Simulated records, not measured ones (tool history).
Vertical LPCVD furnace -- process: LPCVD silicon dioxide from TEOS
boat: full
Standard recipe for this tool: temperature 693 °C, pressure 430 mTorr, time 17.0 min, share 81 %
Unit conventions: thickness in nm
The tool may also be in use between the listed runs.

run   hour  temperature  pressure  time  share  read-back reference wafer on the same gauge, thickness  thickness
  1    0.0          693       515  18.5     81                                                  134.97     187.18
  2   18.5          693       515  18.5     81                                                  135.00     186.19
  3   50.6          693       370  12.5     81                                                  135.00     107.64
  4   81.5          693       370  12.5     81                                                  135.06     107.93
  5   98.6          693       370  12.5     81                                                  134.90     107.64
  6  112.7          693       430  14.5     77                                                  135.13     130.86
  7  134.6          693       430  14.5     77                                                  134.97     131.28
  8  191.9          688       430  17.0     81                                                  135.05     127.14
  9  196.1          688       430  17.0     81                                                  135.02     127.19
 10  200.4          698       430  17.0     81                                                  135.08     159.99
 11  210.2          698       430  17.0     81                                                  134.82     161.23
 12  252.6          698       430  17.0     81                                                  134.99     161.13
 13  256.9          702       495  17.0     81                                                  134.84     190.93
 14  283.8          687       430  17.0     81                                                  134.98     125.48
 15  296.7          686       430  17.0     89                                                  135.00     128.29
 16  315.9          683       370  12.0     69                                                  135.03      69.18
 17  328.6          693       345  20.5     81                                                  135.25     156.43
 18  347.7          693       480  17.0     91                                                  135.05     162.81
 19  374.9          693       430  17.0     81                                                  135.19     146.62
 20  387.4          693       390  15.0     94                                                  135.07     132.12
 21  416.9          699       485  17.0     81                                                  134.96     179.30
 22  431.8          693       430  21.5     73                                                  135.30     176.73
 23  500.9          693       430  19.5     66                                                  135.11     153.08
 24  516.9          693       430  17.0     81                                                  135.06     147.32

The log once held 4 entries between its listed runs, left out of this copy. Where does each go, and what is different about the tool's unlogged condition between the listed run before it and the listed run after it?
After run 7, before run 8: pressure gauge zeroed (hour 168.2); thermocouples replaced and temperature profile calibrated (hour 191.4)
  true tube temperature minus thermocouple reading, K: 4.39 -> 0.155
  the result without the hidden state subtracted from the measured one, thickness: +12.86 -> +0.47 nm
After run 11, before run 12: gauge calibrated (hour 217.8); TEOS flow controller replaced (hour 252.1)
  true tube temperature minus thermocouple reading, K: 0.266 -> 0.512
  the result without the hidden state subtracted from the measured one, thickness: +1.00 -> +1.91 nm
